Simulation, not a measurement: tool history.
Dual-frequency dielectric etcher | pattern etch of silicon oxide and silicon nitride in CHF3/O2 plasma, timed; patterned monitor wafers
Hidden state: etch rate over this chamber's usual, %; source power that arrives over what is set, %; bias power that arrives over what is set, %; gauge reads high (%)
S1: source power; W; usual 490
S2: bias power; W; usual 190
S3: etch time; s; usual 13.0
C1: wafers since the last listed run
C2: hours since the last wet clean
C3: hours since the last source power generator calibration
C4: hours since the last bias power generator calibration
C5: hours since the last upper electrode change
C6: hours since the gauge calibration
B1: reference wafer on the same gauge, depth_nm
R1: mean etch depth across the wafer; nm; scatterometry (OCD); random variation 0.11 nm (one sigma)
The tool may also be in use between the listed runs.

| run | hour | S1 | S2 | S3 | C1 | C2 | C3 | C4 | C5 | C6 | B1 | R1 |
|---|---|---|---|---|---|---|---|---|---|---|---|---|
| 1 | 0.0 | 490 | 219 | 13.0 | 0 | 279.1 | 3792.7 | 1763.1 | 4888.4 | 305.9 | 21.23 | 18.65 |
| 2 | 21.9 | 490 | 219 | 13.0 | 364 | 301.0 | 3814.6 | 1785.0 | 4910.3 | 327.8 | 21.32 | 18.75 |
| 3 | 55.2 | 490 | 219 | 13.0 | 554 | 334.3 | 3847.9 | 1818.3 | 4943.6 | 361.1 | 21.25 | 18.52 |
| 4 | 78.5 | 490 | 190 | 14.0 | 387 | 357.6 | 3871.2 | 1841.6 | 4966.9 | 384.4 | 21.26 | 18.58 |
| 5 | 93.8 | 490 | 190 | 13.0 | 254 | 372.9 | 3886.5 | 1856.9 | 4982.2 | 399.7 | 21.29 | 17.38 |
| 6 | 116.5 | 490 | 190 | 13.0 | 377 | 395.6 | 3909.2 | 1879.6 | 5004.9 | 422.4 | 21.26 | 17.18 |
| 7 | 136.1 | 490 | 190 | 13.0 | 326 | 415.2 | 3928.8 | 1899.2 | 5024.5 | 442.0 | 21.34 | 17.16 |
| 8 | 152.4 | 490 | 190 | 13.0 | 271 | 431.5 | 3945.1 | 1915.5 | 5040.8 | 458.3 | 21.29 | 17.11 |
| 9 | 173.5 | 490 | 190 | 13.0 | 351 | 452.6 | 3966.2 | 1936.6 | 5061.9 | 479.4 | 21.29 | 17.23 |
| 10 | 200.8 | 490 | 190 | 13.0 | 454 | 479.9 | 3993.5 | 1963.9 | 5089.2 | 506.7 | 21.30 | 17.17 |
| 11 | 213.5 | 450 | 162 | 16.5 | 211 | 492.6 | 4006.2 | 1976.6 | 5101.9 | 519.4 | 21.26 | 19.34 |
| 12 | 233.3 | 380 | 190 | 9.5 | 329 | 512.4 | 4026.0 | 1996.4 | 5121.7 | 539.2 | 21.27 | 11.46 |
|  | 236.8 | gauge calibrated |
|  | 254.3 | bias power generator calibrated |
| 13 | 254.8 | 420 | 228 | 9.0 | 291 | 533.9 | 4047.5 | 0.5 | 5143.2 | 18.0 | 21.33 | 12.25 |
| 14 | 267.7 | 430 | 153 | 11.5 | 214 | 546.8 | 4060.4 | 13.4 | 5156.1 | 30.9 | 21.24 | 12.67 |
|  | 277.3 | source power generator calibrated |
| 15 | 321.8 | 370 | 190 | 13.0 | 834 | 600.9 | 44.5 | 67.5 | 5210.2 | 85.0 | 21.33 | 15.41 |
|  | 353.7 | upper electrode replaced, of another model than before |
|  | 366.3 | wet clean of the chamber |
| 16 | 366.8 | 490 | 190 | 13.0 | 139 | 0.5 | 89.5 | 112.5 | 13.1 | 130.0 | 21.33 | 17.93 |
| 17 | 388.1 | 490 | 217 | 11.5 | 354 | 21.8 | 110.8 | 133.8 | 34.4 | 151.3 | 21.33 | 16.59 |
| 18 | 408.4 | 490 | 168 | 10.5 | 337 | 42.1 | 131.1 | 154.1 | 54.7 | 171.6 | 21.32 | 13.95 |
| 19 | 439.2 | 530 | 204 | 13.0 | 512 | 72.9 | 161.9 | 184.9 | 85.5 | 202.4 | 21.32 | 18.91 |
| 20 | 464.6 | 490 | 190 | 13.0 | 422 | 98.3 | 187.3 | 210.3 | 110.9 | 227.8 | 21.26 | 17.73 |
| 21 | 483.1 | 490 | 156 | 9.0 | 308 | 116.8 | 205.8 | 228.8 | 129.4 | 246.3 | 21.26 | 11.54 |

What the log doesn't show, run by run:
source power that arrives over what is set, %: 0 in every run
bias power that arrives over what is set, %: 0 in every run
gauge reads high (%): 0 in every run
H1: etch rate over this chamber's usual, %
| run | H1 |
|---|---|
| 1 | -2.25 |
| 2 | -2.43 |
| 3 | -2.72 |
| 4 | -2.92 |
| 5 | -3.05 |
| 6 | -3.24 |
| 7 | -3.41 |
| 8 | -3.55 |
| 9 | -3.73 |
| 10 | -3.96 |
| 11 | -4.07 |
| 12 | -4.24 |
| 13 | -4.42 |
| 14 | -4.53 |
| 15 | -4.99 |
| 16 | 0.581 |
| 17 | 0.399 |
| 18 | 0.226 |
| 19 | -0.0363 |
| 20 | -0.253 |
| 21 | -0.411 |

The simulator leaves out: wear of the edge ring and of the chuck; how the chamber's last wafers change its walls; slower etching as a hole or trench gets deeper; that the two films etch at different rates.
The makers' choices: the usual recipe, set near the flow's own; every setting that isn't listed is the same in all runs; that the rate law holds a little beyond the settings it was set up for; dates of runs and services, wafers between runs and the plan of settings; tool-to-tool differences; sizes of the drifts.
